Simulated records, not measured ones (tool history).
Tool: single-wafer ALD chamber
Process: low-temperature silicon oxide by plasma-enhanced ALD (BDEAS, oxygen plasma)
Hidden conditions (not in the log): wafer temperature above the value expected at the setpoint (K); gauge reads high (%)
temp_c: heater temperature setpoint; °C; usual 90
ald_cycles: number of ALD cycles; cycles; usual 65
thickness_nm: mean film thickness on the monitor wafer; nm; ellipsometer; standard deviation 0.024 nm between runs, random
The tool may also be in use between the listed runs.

run   hour  temp_c  ald_cycles  wafers since the last listed run  hours since the last thermocouple change  hours since the gauge calibration  read-back reference wafer on the same gauge, thickness_nm  thickness_nm
  1      0      82          60                                 0                                    1858.6                               37.5                                                      9.057         9.235
  2    9.6      82          60                                44                                    1868.2                               47.1                                                      9.059         9.216
  3   26.5      86          65                                77                                    1885.1                                 64                                                      9.068         9.799
  4   35.6      86          65                                41                                    1894.2                               73.1                                                      9.062         9.795
  5   43.8      86          65                                37                                    1902.4                               81.3                                                      9.061          9.85
  6     55      84          72                                51                                    1913.6                               92.5                                                      9.054        10.984
  7   65.4      84          72                                47                                      1924                              102.9                                                      9.064        10.964
      80.5  -- thermocouple changed; heater temperature recalibrated
  8   83.2      95          52                                45                                       2.7                              120.7                                                      9.064         7.593
  9   94.2      81          78                                50                                      13.7                              131.7                                                      9.059        12.033
      99.8  -- gauge calibrated
 10  100.8     102          70                                30                                      20.3                                  1                                                      9.063         9.999
 11    113      82          60                                56                                      32.5                               13.2                                                      9.051         9.214
 12  119.3     103          68                                29                                      38.8                               19.5                                                      9.053         9.655
 13  131.2      86          65                                54                                      50.7                               31.4                                                      9.063         9.823
 14    139      90          55                                35                                      58.5                               39.2                                                      9.068         8.141

Below are 5 alternative next runs, each starting from the tool's condition after run 14. Predict each:
  A  139.5      90          56                                 2                                        59                               39.7                                                          ?             ?
  B  139.5     103          65                                 2                                        59                               39.7                                                          ?             ?
  C  139.5      86          70                                 2                                        59                               39.7                                                          ?             ?
  D  139.5      98          72                                 2                                        59                               39.7                                                          ?             ?
  E  139.5      76          75                                 2                                        59                               39.7                                                          ?             ?

run  read-back reference wafer on the same gauge, thickness_nm  thickness_nm
  A                                                      9.062          8.36
  B                                                      9.062         9.284
  C                                                      9.062        10.616
  D                                                      9.062        10.407
  E                                                      9.062        11.819
Without the tool's hidden state the same runs would have given:
run  thickness_nm
  A          8.36
  B         9.284
  C        10.616
  D        10.407
  E        11.819
